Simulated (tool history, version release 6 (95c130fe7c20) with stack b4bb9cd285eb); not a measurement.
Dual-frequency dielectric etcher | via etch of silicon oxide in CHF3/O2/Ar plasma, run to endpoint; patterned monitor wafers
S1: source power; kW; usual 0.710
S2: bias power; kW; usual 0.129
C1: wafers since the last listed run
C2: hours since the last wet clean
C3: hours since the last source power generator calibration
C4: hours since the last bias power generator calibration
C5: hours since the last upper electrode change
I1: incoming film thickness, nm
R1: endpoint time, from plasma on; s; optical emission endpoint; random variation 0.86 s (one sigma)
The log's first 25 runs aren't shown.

run,day,S1,S2,C1,C2,C3,C4,C5,I1,R1
26,27.133,0.710,0.148,81,399.5,206.0,144.3,270.3,556.0,275.4
27,27.817,0.710,0.129,75,415.9,222.4,160.7,286.7,555.4,283.1
28,28.779,0.710,0.108,106,439.0,245.5,183.8,309.8,555.1,297.9
29,29.529,0.710,0.106,82,457.0,263.5,201.8,327.8,559.6,301.2
# day 31.012: wet clean of the chamber
30,31.033,0.760,0.138,55,0.5,299.6,237.9,363.9,558.4,275.5
31,32.162,0.620,0.141,124,27.6,326.7,265.0,391.0,561.6,303.0
32,33.450,0.650,0.146,142,58.5,357.6,295.9,421.9,546.7,284.8
33,34.196,0.880,0.129,82,76.4,375.5,313.8,439.8,552.4,257.8

4 ways to go on from here, each from the tool as it stands after run 33. What would each give?
A,34.217,0.710,0.129,2,76.9,376.0,314.3,440.3,559.1,?
B,34.217,0.870,0.146,2,76.9,376.0,314.3,440.3,559.1,?
C,34.217,0.570,0.148,2,76.9,376.0,314.3,440.3,559.1,?
D,34.217,0.760,0.142,2,76.9,376.0,314.3,440.3,559.1,?

run,R1
A,286.8
B,252.2
C,306.6
D,270.4
Without the tool's hidden state the same runs would have given:
run,R1
A,287.6
B,252.9
C,307.5
D,271.2
